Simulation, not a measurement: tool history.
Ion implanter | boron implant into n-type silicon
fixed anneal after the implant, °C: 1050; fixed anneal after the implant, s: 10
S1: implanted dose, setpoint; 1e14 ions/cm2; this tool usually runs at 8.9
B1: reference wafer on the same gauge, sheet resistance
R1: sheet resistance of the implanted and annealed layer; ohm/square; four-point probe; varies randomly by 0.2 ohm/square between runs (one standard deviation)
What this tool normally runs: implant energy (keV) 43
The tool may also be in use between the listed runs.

{"run": 1, "hour": 0.0, "S1": 8.9, "implant energy (keV)": 48, "B1": 98.01, "R1": 116.69}
{"run": 2, "hour": 8.9, "S1": 8.9, "implant energy (keV)": 43, "B1": 97.98, "R1": 117.64}
{"run": 3, "hour": 23.2, "S1": 8.9, "implant energy (keV)": 50, "B1": 98.01, "R1": 116.2}
{"run": 4, "hour": 38.1, "S1": 8.9, "implant energy (keV)": 43, "B1": 98.03, "R1": 117.46}
{"run": 5, "hour": 46.7, "S1": 8.9, "implant energy (keV)": 43, "B1": 98.0, "R1": 117.76}
{"run": 6, "hour": 55.5, "S1": 8.9, "implant energy (keV)": 43, "B1": 98.0, "R1": 117.56}
{"run": 7, "hour": 68.0, "S1": 8.9, "implant energy (keV)": 43, "B1": 98.05, "R1": 117.62}
{"run": 8, "hour": 75.2, "S1": 8.9, "implant energy (keV)": 43, "B1": 98.02, "R1": 117.97}
{"run": 9, "hour": 88.9, "S1": 8.9, "implant energy (keV)": 43, "B1": 97.99, "R1": 117.96}
{"run": 10, "hour": 98.7, "S1": 8.9, "implant energy (keV)": 43, "B1": 98.04, "R1": 118.08}
{"hour": 125.5, "done": "extraction supply calibrated"}
{"run": 11, "hour": 151.0, "S1": 8.9, "implant energy (keV)": 43, "B1": 98.01, "R1": 118.48}
{"run": 12, "hour": 158.5, "S1": 8.9, "implant energy (keV)": 43, "B1": 98.0, "R1": 118.22}
{"run": 13, "hour": 175.4, "S1": 8.9, "implant energy (keV)": 43, "B1": 98.0, "R1": 118.29}
{"run": 14, "hour": 187.5, "S1": 8.9, "implant energy (keV)": 43, "B1": 98.04, "R1": 118.54}

Predict the results of run 15:
{"run": 15, "hour": 198.6, "S1": 8.9, "implant energy (keV)": 43, "B1": "?", "R1": "?"}

Run 15 yielded B1 98.02, R1 118.52 ohm/square.
Take away the tool's hidden state, keep the run-to-run variation as it was, and the same run would have given R1 113.82 ohm/square.
